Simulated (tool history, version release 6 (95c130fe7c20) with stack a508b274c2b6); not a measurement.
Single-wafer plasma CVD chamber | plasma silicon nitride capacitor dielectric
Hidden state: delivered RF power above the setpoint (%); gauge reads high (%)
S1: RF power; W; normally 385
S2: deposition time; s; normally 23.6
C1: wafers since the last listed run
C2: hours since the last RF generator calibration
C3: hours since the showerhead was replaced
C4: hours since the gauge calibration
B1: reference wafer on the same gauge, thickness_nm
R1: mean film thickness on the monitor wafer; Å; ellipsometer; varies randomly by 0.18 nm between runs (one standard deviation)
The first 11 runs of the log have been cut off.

| run | hour | S1 | S2 | C1 | C2 | C3 | C4 | B1 | R1 |
|---|---|---|---|---|---|---|---|---|---|
| 12 | 1003.7 | 385 | 23.6 | 2548 | 945.5 | 5404.7 | 2239.5 | 24.255 | 285.31 |
|  | 1027.3 | showerhead replaced |
|  | 1058.8 | RF generator calibrated |
| 13 | 1095.8 | 385 | 23.6 | 2815 | 37.0 | 68.5 | 2331.6 | 24.271 | 284.51 |
| 14 | 1137.3 | 385 | 20.1 | 1535 | 78.5 | 110.0 | 2373.1 | 24.255 | 242.48 |
| 15 | 1224.6 | 385 | 20.1 | 3229 | 165.8 | 197.3 | 2460.4 | 24.176 | 242.09 |
| 16 | 1292.0 | 445 | 22.4 | 2493 | 233.2 | 264.7 | 2527.8 | 24.178 | 279.78 |
|  | 1397.1 | gauge calibrated |
| 17 | 1463.4 | 315 | 20.6 | 6340 | 404.6 | 436.1 | 66.3 | 25.353 | 248.08 |
| 18 | 1508.5 | 325 | 23.6 | 1668 | 449.7 | 481.2 | 111.4 | 25.345 | 284.84 |
| 19 | 1583.8 | 445 | 22.4 | 2785 | 525.0 | 556.5 | 186.7 | 25.302 | 293.16 |
| 20 | 1660.3 | 385 | 23.6 | 2829 | 601.5 | 633.0 | 263.2 | 25.232 | 297.10 |
| 21 | 1698.5 | 385 | 27.0 | 1413 | 639.7 | 671.2 | 301.4 | 25.133 | 343.68 |
| 22 | 1750.6 | 385 | 28.2 | 1927 | 691.8 | 723.3 | 353.5 | 25.157 | 354.95 |
| 23 | 1843.3 | 325 | 21.3 | 3429 | 784.5 | 816.0 | 446.2 | 25.174 | 258.19 |
| 24 | 1916.9 | 385 | 25.8 | 2722 | 858.1 | 889.6 | 519.8 | 25.051 | 324.72 |
|  | 2057.0 | RF generator calibrated |
| 25 | 2201.2 | 435 | 22.1 | 10221 | 144.2 | 1173.9 | 804.1 | 24.931 | 286.23 |
| 26 | 2242.4 | 365 | 26.2 | 1524 | 185.4 | 1215.1 | 845.3 | 24.928 | 318.54 |
| 27 | 2340.4 | 450 | 26.2 | 3625 | 283.4 | 1313.1 | 943.3 | 24.878 | 338.90 |
| 28 | 2397.6 | 385 | 23.6 | 2116 | 340.6 | 1370.3 | 1000.5 | 24.823 | 293.83 |
| 29 | 2444.9 | 345 | 21.9 | 1749 | 387.9 | 1417.6 | 1047.8 | 24.864 | 264.08 |
| 30 | 2504.0 | 335 | 20.9 | 2186 | 447.0 | 1476.7 | 1106.9 | 24.866 | 250.51 |
| 31 | 2601.0 | 450 | 23.6 | 3588 | 544.0 | 1573.7 | 1203.9 | 24.768 | 304.32 |

Predict each of these 5 candidate next runs independently; none follows another, all start after run 31:
| A | 2601.4 | 385 | 23.6 | 14 | 544.4 | 1574.1 | 1204.3 | ? | ? |
| B | 2601.4 | 340 | 23.6 | 14 | 544.4 | 1574.1 | 1204.3 | ? | ? |
| C | 2601.4 | 350 | 19.8 | 14 | 544.4 | 1574.1 | 1204.3 | ? | ? |
| D | 2601.4 | 455 | 27.0 | 14 | 544.4 | 1574.1 | 1204.3 | ? | ? |
| E | 2601.4 | 320 | 19.5 | 14 | 544.4 | 1574.1 | 1204.3 | ? | ? |

| run | B1 | R1 |
|---|---|---|
| A | 24.705 | 292.49 |
| B | 24.705 | 283.10 |
| C | 24.705 | 239.32 |
| D | 24.705 | 349.91 |
| E | 24.705 | 230.26 |
Take away the tool's hidden state, keep each run's random variation, and the runs would have read:
| run | R1 |
|---|---|
| A | 300.12 |
| B | 290.48 |
| C | 245.56 |
| D | 359.03 |
| E | 236.27 |
